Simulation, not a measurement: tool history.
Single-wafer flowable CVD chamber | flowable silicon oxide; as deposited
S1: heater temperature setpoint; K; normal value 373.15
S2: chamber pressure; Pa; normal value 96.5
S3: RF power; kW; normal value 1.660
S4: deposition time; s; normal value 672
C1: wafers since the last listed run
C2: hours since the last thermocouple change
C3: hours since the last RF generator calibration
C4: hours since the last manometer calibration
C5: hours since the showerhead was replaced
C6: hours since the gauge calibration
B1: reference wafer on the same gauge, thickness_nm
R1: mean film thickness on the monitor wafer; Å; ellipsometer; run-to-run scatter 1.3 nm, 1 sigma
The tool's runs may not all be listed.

| run | hour | S1 | S2 | S3 | S4 | C1 | C2 | C3 | C4 | C5 | C6 | B1 | R1 |
|---|---|---|---|---|---|---|---|---|---|---|---|---|---|
| 1 | 0.0 | 373.15 | 80.8 | 1.660 | 672 | 0 | 1106.2 | 1909.8 | 2902.8 | 54.5 | 594.4 | 352.822 | 2996.23 |
| 2 | 7.9 | 373.15 | 80.8 | 1.660 | 672 | 32 | 1114.1 | 1917.7 | 2910.7 | 62.4 | 602.3 | 353.364 | 2995.25 |
| 3 | 15.5 | 373.15 | 96.5 | 1.785 | 672 | 31 | 1121.7 | 1925.3 | 2918.3 | 70.0 | 609.9 | 353.070 | 3412.15 |
| 4 | 27.5 | 373.15 | 96.5 | 1.785 | 672 | 49 | 1133.7 | 1937.3 | 2930.3 | 82.0 | 621.9 | 353.021 | 3432.03 |
|  | 41.4 | RF generator calibrated |
| 5 | 45.2 | 373.15 | 96.5 | 1.660 | 672 | 40 | 1151.4 | 3.8 | 2948.0 | 99.7 | 639.6 | 352.902 | 3287.19 |
| 6 | 59.1 | 373.15 | 96.5 | 1.660 | 672 | 57 | 1165.3 | 17.7 | 2961.9 | 113.6 | 653.5 | 353.303 | 3280.22 |
|  | 68.3 | thermocouple changed; heater temperature recalibrated |
| 7 | 77.0 | 373.15 | 96.5 | 1.660 | 672 | 41 | 8.7 | 35.6 | 2979.8 | 131.5 | 671.4 | 353.021 | 3562.17 |
| 8 | 86.0 | 373.15 | 103.7 | 1.660 | 672 | 37 | 17.7 | 44.6 | 2988.8 | 140.5 | 680.4 | 353.134 | 3711.31 |
| 9 | 100.4 | 373.15 | 96.5 | 1.940 | 672 | 59 | 32.1 | 59.0 | 3003.2 | 154.9 | 694.8 | 352.952 | 3829.05 |
| 10 | 108.2 | 373.15 | 96.5 | 1.370 | 672 | 32 | 39.9 | 66.8 | 3011.0 | 162.7 | 702.6 | 353.234 | 2801.00 |
|  | 132.5 | gauge calibrated |
|  | 156.1 | capacitance manometer re-zeroed and calibrated |
| 11 | 159.7 | 373.15 | 96.5 | 1.660 | 606 | 180 | 91.4 | 118.3 | 3.6 | 214.2 | 27.2 | 352.787 | 3187.48 |
| 12 | 170.2 | 359.15 | 111.1 | 1.525 | 760 | 43 | 101.9 | 128.8 | 14.1 | 224.7 | 37.7 | 353.711 | 6159.53 |
| 13 | 180.9 | 387.15 | 88.4 | 1.750 | 672 | 44 | 112.6 | 139.5 | 24.8 | 235.4 | 48.4 | 353.129 | 2276.89 |
| 14 | 198.2 | 373.15 | 96.5 | 1.660 | 672 | 71 | 129.9 | 156.8 | 42.1 | 252.7 | 65.7 | 352.978 | 3559.35 |
| 15 | 213.9 | 361.15 | 82.8 | 1.380 | 775 | 65 | 145.6 | 172.5 | 57.8 | 268.4 | 81.4 | 352.675 | 4348.29 |
| 16 | 226.0 | 383.15 | 104.8 | 1.850 | 597 | 50 | 157.7 | 184.6 | 69.9 | 280.5 | 93.5 | 353.043 | 2544.18 |
| 17 | 242.2 | 373.15 | 96.5 | 1.660 | 672 | 67 | 173.9 | 200.8 | 86.1 | 296.7 | 109.7 | 353.169 | 3528.24 |
| 18 | 256.6 | 385.15 | 96.5 | 1.660 | 672 | 59 | 188.3 | 215.2 | 100.5 | 311.1 | 124.1 | 352.657 | 2409.86 |
| 19 | 269.3 | 373.15 | 96.5 | 1.430 | 575 | 52 | 201.0 | 227.9 | 113.2 | 323.8 | 136.8 | 353.289 | 2547.66 |
| 20 | 284.6 | 383.15 | 96.5 | 1.880 | 637 | 63 | 216.3 | 243.2 | 128.5 | 339.1 | 152.1 | 352.598 | 2607.32 |
| 21 | 294.0 | 373.15 | 96.5 | 1.760 | 596 | 38 | 225.7 | 252.6 | 137.9 | 348.5 | 161.5 | 352.931 | 3215.17 |
| 22 | 304.3 | 364.15 | 96.5 | 1.810 | 719 | 42 | 236.0 | 262.9 | 148.2 | 358.8 | 171.8 | 353.097 | 5236.07 |
| 23 | 318.8 | 378.15 | 104.3 | 1.660 | 767 | 60 | 250.5 | 277.4 | 162.7 | 373.3 | 186.3 | 352.799 | 3560.94 |
| 24 | 350.9 | 373.15 | 102.8 | 1.660 | 672 | 133 | 282.6 | 309.5 | 194.8 | 405.4 | 218.4 | 352.916 | 3637.76 |
| 25 | 358.6 | 366.15 | 96.5 | 1.660 | 592 | 31 | 290.3 | 317.2 | 202.5 | 413.1 | 226.1 | 353.112 | 3822.39 |
| 26 | 369.9 | 373.15 | 96.5 | 1.660 | 591 | 46 | 301.6 | 328.5 | 213.8 | 424.4 | 237.4 | 353.079 | 3080.41 |
| 27 | 381.7 | 379.15 | 79.7 | 1.470 | 711 | 48 | 313.4 | 340.3 | 225.6 | 436.2 | 249.2 | 352.808 | 2445.47 |
| 28 | 396.9 | 373.15 | 96.5 | 1.660 | 672 | 63 | 328.6 | 355.5 | 240.8 | 451.4 | 264.4 | 353.587 | 3475.73 |

Per-run results on a tool with no hidden state, each run keeping its own random variation:
The tool's hidden condition here consists of: wafer temperature above the value expected at the setpoint (K); delivered RF power above the setpoint (%); true pressure above the setpoint (%); gauge reads high (%).
| run | R1 |
|---|---|
| 1 | 3212.46 |
| 2 | 3213.23 |
| 3 | 3662.47 |
| 4 | 3686.98 |
| 5 | 3535.87 |
| 6 | 3531.88 |
| 7 | 3533.38 |
| 8 | 3683.59 |
| 9 | 3804.20 |
| 10 | 2784.30 |
| 11 | 3179.67 |
| 12 | 6149.73 |
| 13 | 2274.68 |
| 14 | 3560.03 |
| 15 | 4353.24 |
| 16 | 2549.53 |
| 17 | 3540.19 |
| 18 | 2419.68 |
| 19 | 2561.31 |
| 20 | 2623.37 |
| 21 | 3238.19 |
| 22 | 5276.97 |
| 23 | 3592.09 |
| 24 | 3678.93 |
| 25 | 3866.77 |
| 26 | 3119.56 |
| 27 | 2477.68 |
| 28 | 3526.78 |

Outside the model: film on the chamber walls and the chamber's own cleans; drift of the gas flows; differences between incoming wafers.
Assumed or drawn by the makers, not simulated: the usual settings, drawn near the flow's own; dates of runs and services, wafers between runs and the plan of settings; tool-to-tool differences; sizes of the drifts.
